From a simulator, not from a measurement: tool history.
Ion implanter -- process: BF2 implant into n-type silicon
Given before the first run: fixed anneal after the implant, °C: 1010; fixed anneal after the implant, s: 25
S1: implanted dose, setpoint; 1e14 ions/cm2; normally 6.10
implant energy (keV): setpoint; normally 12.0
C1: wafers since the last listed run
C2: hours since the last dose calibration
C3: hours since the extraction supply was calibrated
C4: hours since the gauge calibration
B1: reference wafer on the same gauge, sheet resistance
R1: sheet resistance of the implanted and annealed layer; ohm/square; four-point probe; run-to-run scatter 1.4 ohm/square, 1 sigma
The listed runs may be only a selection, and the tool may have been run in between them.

{"run": 1, "day": 0.0, "S1": 6.99, "implant energy (keV)": 14.5, "C1": 0, "C2": 1787.0, "C3": 3415.1, "C4": 304.0, "B1": 271.98, "R1": 247.26}
{"run": 2, "day": 0.783, "S1": 6.1, "implant energy (keV)": 12.0, "C1": 359, "C2": 1805.8, "C3": 3433.9, "C4": 322.8, "B1": 272.45, "R1": 284.35}
{"run": 3, "day": 1.938, "S1": 6.1, "implant energy (keV)": 12.0, "C1": 529, "C2": 1833.5, "C3": 3461.6, "C4": 350.5, "B1": 272.78, "R1": 284.44}
{"day": 2.517, "done": "gauge calibrated"}
{"run": 4, "day": 2.629, "S1": 6.1, "implant energy (keV)": 12.0, "C1": 317, "C2": 1850.1, "C3": 3478.2, "C4": 2.7, "B1": 268.55, "R1": 279.82}
{"run": 5, "day": 3.992, "S1": 6.1, "implant energy (keV)": 12.0, "C1": 625, "C2": 1882.8, "C3": 3510.9, "C4": 35.4, "B1": 269.8, "R1": 280.4}
{"run": 6, "day": 4.679, "S1": 6.1, "implant energy (keV)": 12.0, "C1": 315, "C2": 1899.3, "C3": 3527.4, "C4": 51.9, "B1": 269.95, "R1": 281.02}
{"run": 7, "day": 7.454, "S1": 6.1, "implant energy (keV)": 14.0, "C1": 1273, "C2": 1965.9, "C3": 3594.0, "C4": 118.5, "B1": 270.11, "R1": 268.37}
{"run": 8, "day": 8.796, "S1": 6.1, "implant energy (keV)": 12.0, "C1": 615, "C2": 1998.1, "C3": 3626.2, "C4": 150.7, "B1": 271.14, "R1": 280.22}
{"run": 9, "day": 12.775, "S1": 6.1, "implant energy (keV)": 12.0, "C1": 1826, "C2": 2093.6, "C3": 3721.7, "C4": 246.2, "B1": 272.3, "R1": 284.62}
{"day": 14.004, "done": "Faraday cup replaced and dose calibrated"}
{"run": 10, "day": 16.004, "S1": 6.1, "implant energy (keV)": 15.0, "C1": 1329, "C2": 48.0, "C3": 3799.2, "C4": 323.7, "B1": 272.86, "R1": 267.48}
{"run": 11, "day": 17.246, "S1": 6.85, "implant energy (keV)": 10.5, "C1": 569, "C2": 77.8, "C3": 3829.0, "C4": 353.5, "B1": 273.02, "R1": 276.19}
{"run": 12, "day": 18.225, "S1": 4.33, "implant energy (keV)": 8.5, "C1": 449, "C2": 101.3, "C3": 3852.5, "C4": 377.0, "B1": 273.48, "R1": 385.14}
{"run": 13, "day": 19.288, "S1": 6.1, "implant energy (keV)": 12.0, "C1": 487, "C2": 126.8, "C3": 3878.0, "C4": 402.5, "B1": 273.06, "R1": 287.65}
{"run": 14, "day": 20.45, "S1": 5.15, "implant energy (keV)": 10.0, "C1": 533, "C2": 154.7, "C3": 3905.9, "C4": 430.4, "B1": 274.13, "R1": 329.94}
{"day": 20.742, "done": "gauge calibrated"}
{"run": 15, "day": 21.271, "S1": 7.62, "implant energy (keV)": 11.0, "C1": 376, "C2": 174.4, "C3": 3925.6, "C4": 12.7, "B1": 268.95, "R1": 254.32}
{"run": 16, "day": 21.925, "S1": 5.41, "implant energy (keV)": 15.0, "C1": 300, "C2": 190.1, "C3": 3941.3, "C4": 28.4, "B1": 269.1, "R1": 284.36}
{"day": 22.6, "done": "extraction supply calibrated"}
{"run": 17, "day": 23.029, "S1": 6.1, "implant energy (keV)": 8.0, "C1": 353, "C2": 216.6, "C3": 10.3, "C4": 54.9, "B1": 269.65, "R1": 317.91}
{"run": 18, "day": 24.025, "S1": 7.67, "implant energy (keV)": 12.0, "C1": 457, "C2": 240.5, "C3": 34.2, "C4": 78.8, "B1": 269.65, "R1": 247.27}
{"run": 19, "day": 24.762, "S1": 6.1, "implant energy (keV)": 12.0, "C1": 338, "C2": 258.2, "C3": 51.9, "C4": 96.5, "B1": 270.01, "R1": 281.53}
{"run": 20, "day": 27.896, "S1": 7.62, "implant energy (keV)": 16.0, "C1": 1438, "C2": 333.4, "C3": 127.1, "C4": 171.7, "B1": 270.39, "R1": 229.51}
{"run": 21, "day": 28.783, "S1": 6.64, "implant energy (keV)": 8.5, "C1": 407, "C2": 354.7, "C3": 148.4, "C4": 193.0, "B1": 270.1, "R1": 298.78}

Branching from run 21: 5 alternative next runs. What would each branch give?
{"run": "A", "day": 28.8, "S1": 6.1, "implant energy (keV)": 12.0, "C1": 7, "C2": 355.1, "C3": 148.8, "C4": 193.4, "B1": "?", "R1": "?"}
{"run": "B", "day": 28.8, "S1": 4.45, "implant energy (keV)": 14.0, "C1": 7, "C2": 355.1, "C3": 148.8, "C4": 193.4, "B1": "?", "R1": "?"}
{"run": "C", "day": 28.8, "S1": 7.92, "implant energy (keV)": 8.5, "C1": 7, "C2": 355.1, "C3": 148.8, "C4": 193.4, "B1": "?", "R1": "?"}
{"run": "D", "day": 28.8, "S1": 7.91, "implant energy (keV)": 15.5, "C1": 7, "C2": 355.1, "C3": 148.8, "C4": 193.4, "B1": "?", "R1": "?"}
{"run": "E", "day": 28.8, "S1": 5.33, "implant energy (keV)": 12.0, "C1": 7, "C2": 355.1, "C3": 148.8, "C4": 193.4, "B1": "?", "R1": "?"}

run=A B1=271.34 R1=282.57
run=B B1=271.34 R1=329.13
run=C B1=271.34 R1=271.69
run=D B1=271.34 R1=228.25
run=E B1=271.34 R1=305.55
With no hidden state in the tool, these same runs would have given:
run=A R1=280.61
run=B R1=326.85
run=C R1=269.81
run=D R1=226.67
run=E R1=303.44

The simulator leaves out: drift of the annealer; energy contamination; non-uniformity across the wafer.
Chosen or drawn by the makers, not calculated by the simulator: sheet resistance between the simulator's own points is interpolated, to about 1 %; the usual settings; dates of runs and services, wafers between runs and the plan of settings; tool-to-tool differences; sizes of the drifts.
